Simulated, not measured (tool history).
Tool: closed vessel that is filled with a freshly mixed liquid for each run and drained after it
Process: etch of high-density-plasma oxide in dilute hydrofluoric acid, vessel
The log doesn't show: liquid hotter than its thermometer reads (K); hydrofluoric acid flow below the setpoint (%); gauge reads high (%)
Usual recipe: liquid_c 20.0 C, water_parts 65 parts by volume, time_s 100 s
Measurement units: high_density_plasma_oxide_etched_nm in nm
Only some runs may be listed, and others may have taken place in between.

run    hour  liquid_c  water_parts  time_s  wafers since the last listed run  hours since the thermometer was replaced  hours since the hydrofluoric acid flow meter was replaced  hours since the gauge calibration  read-back film thickness of the high-density-plasma oxide reference wafer, read on the same gauge (nm)  high_density_plasma_oxide_etched_nm
  1     0.0      20.0           65     100                                 0                                     446.3                                                      314.7                              635.1                                                                                                   68.57                                 6.09
       67.7  -- hydrofluoric acid flow meter replaced
  2    89.8      20.0           65     100                             11216                                     536.1                                                       22.1                              724.9                                                                                                   68.59                                 6.07
  3   127.9      20.0           65     100                              4812                                     574.2                                                       60.2                              763.0                                                                                                   68.49                                 6.07
  4   232.7      20.0           65     100                             13237                                     679.0                                                      165.0                              867.8                                                                                                   68.48                                 6.07
  5   286.6      20.0           65     100                              6808                                     732.9                                                      218.9                              921.7                                                                                                   68.42                                 6.09
  6   340.3      20.0           65     100                              6782                                     786.6                                                      272.6                              975.4                                                                                                   68.46                                 6.07
  7   440.5      20.0           65     100                             12656                                     886.8                                                      372.8                             1075.6                                                                                                   68.41                                 6.11
      496.5  -- hydrofluoric acid flow meter replaced
  8   557.1      20.0           65     100                             14601                                    1003.4                                                       60.6                             1192.2                                                                                                   68.42                                 6.03
      577.9  -- gauge calibrated
  9   644.5      20.0           75     135                             11039                                    1090.8                                                      148.0                               66.6                                                                                                   69.67                                 7.13
 10   745.0      20.0           35     100                             12694                                    1191.3                                                      248.5                              167.1                                                                                                   69.41                                11.76
 11   836.8      20.0           65     100                             11595                                    1283.1                                                      340.3                              258.9                                                                                                   69.17                                 6.15
      898.4  -- hydrofluoric acid flow meter replaced
 12   942.8      20.0           75      50                             13262                                    1389.1                                                       44.4                              364.9                                                                                                   68.99                                 2.62
      977.8  -- thermometer replaced
 13  1018.4      22.5           65      60                              9422                                      40.6                                                      120.0                              440.5                                                                                                   68.89                                 4.07
 14  1114.9      22.0           65      70                             12188                                     137.1                                                      216.5                              537.0                                                                                                   68.72                                 4.61
 15  1214.3      17.0           65     100                             12555                                     236.5                                                      315.9                              636.4                                                                                                   68.74                                 5.37
 16  1255.1      20.0           80     135                              5153                                     277.3                                                      356.7                              677.2                                                                                                   68.73                                 6.55
     1304.7  -- hydrofluoric acid flow meter replaced
 17  1337.6      20.0           65     100                             10294                                     359.8                                                       32.9                              759.7                                                                                                   68.61                                 6.06

Predict each of these 4 candidate next runs independently; none follows another, all start after run 17:
  A  1338.3      20.0           55     100                                88                                     360.5                                                       33.6                              760.4                                                                                                       ?                                    ?
  B  1338.3      22.5           65     120                                88                                     360.5                                                       33.6                              760.4                                                                                                       ?                                    ?
  C  1338.3      20.0           45      50                                88                                     360.5                                                       33.6                              760.4                                                                                                       ?                                    ?
  D  1338.3      20.0           85     100                                88                                     360.5                                                       33.6                              760.4                                                                                                       ?                                    ?

run  read-back film thickness of the high-density-plasma oxide reference wafer, read on the same gauge (nm)  high_density_plasma_oxide_etched_nm
  A                                                                                                   68.57                                 7.29
  B                                                                                                   68.57                                 8.12
  C                                                                                                   68.57                                 4.51
  D                                                                                                   68.57                                 4.56
With no hidden state in the tool, these same runs would have given:
run  high_density_plasma_oxide_etched_nm
  A                                 7.44
  B                                 8.28
  C                                 4.60
  D                                 4.65
